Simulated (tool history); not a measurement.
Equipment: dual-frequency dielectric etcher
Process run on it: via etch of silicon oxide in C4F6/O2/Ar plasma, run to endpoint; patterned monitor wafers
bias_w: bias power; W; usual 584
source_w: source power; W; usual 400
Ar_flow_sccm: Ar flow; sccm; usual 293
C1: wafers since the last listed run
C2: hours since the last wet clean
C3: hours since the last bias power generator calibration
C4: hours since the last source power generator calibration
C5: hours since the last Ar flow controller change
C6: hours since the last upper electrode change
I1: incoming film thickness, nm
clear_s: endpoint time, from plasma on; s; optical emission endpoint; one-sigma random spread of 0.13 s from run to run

{"run": 1, "hour": 0.0, "bias_w": 584, "source_w": 400, "Ar_flow_sccm": 293, "C1": 0, "C2": 478.2, "C3": 655.1, "C4": 691.9, "C5": 4113.4, "C6": 3322.2, "I1": 167.2, "clear_s": 37.0}
{"hour": 73.6, "done": "wet clean of the chamber"}
{"run": 2, "hour": 74.1, "bias_w": 584, "source_w": 400, "Ar_flow_sccm": 243, "C1": 944, "C2": 0.5, "C3": 729.2, "C4": 766.0, "C5": 4187.5, "C6": 3396.3, "I1": 167.2, "clear_s": 36.4}
{"run": 3, "hour": 120.6, "bias_w": 584, "source_w": 340, "Ar_flow_sccm": 293, "C1": 876, "C2": 47.0, "C3": 775.7, "C4": 812.5, "C5": 4234.0, "C6": 3442.8, "I1": 168.6, "clear_s": 39.4}
{"run": 4, "hour": 163.8, "bias_w": 584, "source_w": 340, "Ar_flow_sccm": 293, "C1": 814, "C2": 90.2, "C3": 818.9, "C4": 855.7, "C5": 4277.2, "C6": 3486.0, "I1": 168.6, "clear_s": 39.2}
{"run": 5, "hour": 259.2, "bias_w": 584, "source_w": 340, "Ar_flow_sccm": 293, "C1": 1798, "C2": 185.6, "C3": 914.3, "C4": 951.1, "C5": 4372.6, "C6": 3581.4, "I1": 167.3, "clear_s": 38.8}
{"run": 6, "hour": 307.2, "bias_w": 584, "source_w": 400, "Ar_flow_sccm": 293, "C1": 904, "C2": 233.6, "C3": 962.3, "C4": 999.1, "C5": 4420.6, "C6": 3629.4, "I1": 167.1, "clear_s": 37.3}
{"run": 7, "hour": 358.6, "bias_w": 584, "source_w": 400, "Ar_flow_sccm": 293, "C1": 969, "C2": 285.0, "C3": 1013.7, "C4": 1050.5, "C5": 4472.0, "C6": 3680.8, "I1": 166.7, "clear_s": 37.0}
{"run": 8, "hour": 432.5, "bias_w": 584, "source_w": 400, "Ar_flow_sccm": 293, "C1": 1393, "C2": 358.9, "C3": 1087.6, "C4": 1124.4, "C5": 4545.9, "C6": 3754.7, "I1": 167.0, "clear_s": 37.1}
{"run": 9, "hour": 538.5, "bias_w": 584, "source_w": 400, "Ar_flow_sccm": 269, "C1": 1998, "C2": 464.9, "C3": 1193.6, "C4": 1230.4, "C5": 4651.9, "C6": 3860.7, "I1": 166.2, "clear_s": 36.3}
{"hour": 654.5, "done": "wet clean of the chamber"}
{"run": 10, "hour": 655.0, "bias_w": 584, "source_w": 400, "Ar_flow_sccm": 293, "C1": 1743, "C2": 0.5, "C3": 1310.1, "C4": 1346.9, "C5": 4768.4, "C6": 3977.2, "I1": 168.3, "clear_s": 37.3}
{"run": 11, "hour": 691.8, "bias_w": 584, "source_w": 400, "Ar_flow_sccm": 293, "C1": 693, "C2": 37.3, "C3": 1346.9, "C4": 1383.7, "C5": 4805.2, "C6": 4014.0, "I1": 166.6, "clear_s": 37.0}
{"run": 12, "hour": 923.6, "bias_w": 714, "source_w": 400, "Ar_flow_sccm": 293, "C1": 4370, "C2": 269.1, "C3": 1578.7, "C4": 1615.5, "C5": 5037.0, "C6": 4245.8, "I1": 168.0, "clear_s": 34.2}
{"run": 13, "hour": 1026.1, "bias_w": 584, "source_w": 400, "Ar_flow_sccm": 293, "C1": 1932, "C2": 371.6, "C3": 1681.2, "C4": 1718.0, "C5": 5139.5, "C6": 4348.3, "I1": 167.4, "clear_s": 37.0}
{"hour": 1034.2, "done": "bias power generator calibrated"}
{"run": 14, "hour": 1074.3, "bias_w": 489, "source_w": 400, "Ar_flow_sccm": 313, "C1": 833, "C2": 419.8, "C3": 40.1, "C4": 1766.2, "C5": 5187.7, "C6": 4396.5, "I1": 167.8, "clear_s": 40.5}
{"hour": 1145.6, "done": "source power generator calibrated"}
{"run": 15, "hour": 1178.7, "bias_w": 584, "source_w": 320, "Ar_flow_sccm": 293, "C1": 1892, "C2": 524.2, "C3": 144.5, "C4": 33.1, "C5": 5292.1, "C6": 4500.9, "I1": 167.2, "clear_s": 39.6}
{"hour": 1235.3, "done": "Ar flow controller replaced"}
{"hour": 1243.1, "done": "wet clean of the chamber"}
{"hour": 1266.1, "done": "upper electrode replaced"}
{"run": 16, "hour": 1266.6, "bias_w": 493, "source_w": 400, "Ar_flow_sccm": 264, "C1": 963, "C2": 23.5, "C3": 232.4, "C4": 121.0, "C5": 31.3, "C6": 0.5, "I1": 168.2, "clear_s": 39.6}
{"run": 17, "hour": 1281.3, "bias_w": 481, "source_w": 490, "Ar_flow_sccm": 293, "C1": 277, "C2": 38.2, "C3": 247.1, "C4": 135.7, "C5": 46.0, "C6": 15.2, "I1": 166.9, "clear_s": 37.7}
{"run": 18, "hour": 1375.9, "bias_w": 584, "source_w": 400, "Ar_flow_sccm": 229, "C1": 1783, "C2": 132.8, "C3": 341.7, "C4": 230.3, "C5": 140.6, "C6": 109.8, "I1": 166.2, "clear_s": 35.9}
{"run": 19, "hour": 1443.3, "bias_w": 527, "source_w": 340, "Ar_flow_sccm": 264, "C1": 1270, "C2": 200.2, "C3": 409.1, "C4": 297.7, "C5": 208.0, "C6": 177.2, "I1": 167.0, "clear_s": 40.3}
{"run": 20, "hour": 1502.2, "bias_w": 584, "source_w": 370, "Ar_flow_sccm": 293, "C1": 1110, "C2": 259.1, "C3": 468.0, "C4": 356.6, "C5": 266.9, "C6": 236.1, "I1": 167.0, "clear_s": 37.8}
{"run": 21, "hour": 1598.2, "bias_w": 584, "source_w": 400, "Ar_flow_sccm": 256, "C1": 1809, "C2": 355.1, "C3": 564.0, "C4": 452.6, "C5": 362.9, "C6": 332.1, "I1": 166.9, "clear_s": 36.3}
{"run": 22, "hour": 1640.5, "bias_w": 584, "source_w": 400, "Ar_flow_sccm": 293, "C1": 797, "C2": 397.4, "C3": 606.3, "C4": 494.9, "C5": 405.2, "C6": 374.4, "I1": 168.3, "clear_s": 37.2}

Each row is a separate what-if for the run after 22, all from the same tool condition, not one after another. Results?
{"run": "A", "hour": 1640.9, "bias_w": 584, "source_w": 400, "Ar_flow_sccm": 293, "C1": 7, "C2": 397.8, "C3": 606.7, "C4": 495.3, "C5": 405.6, "C6": 374.8, "I1": 168.1, "clear_s": "?"}
{"run": "B", "hour": 1640.9, "bias_w": 521, "source_w": 400, "Ar_flow_sccm": 293, "C1": 7, "C2": 397.8, "C3": 606.7, "C4": 495.3, "C5": 405.6, "C6": 374.8, "I1": 168.1, "clear_s": "?"}
{"run": "C", "hour": 1640.9, "bias_w": 584, "source_w": 450, "Ar_flow_sccm": 293, "C1": 7, "C2": 397.8, "C3": 606.7, "C4": 495.3, "C5": 405.6, "C6": 374.8, "I1": 168.1, "clear_s": "?"}

run=A clear_s=37.3
run=B clear_s=39.1
run=C clear_s=36.0
With no hidden state in the tool, these same runs would have given:
run=A clear_s=37.3
run=B clear_s=39.1
run=C clear_s=36.0
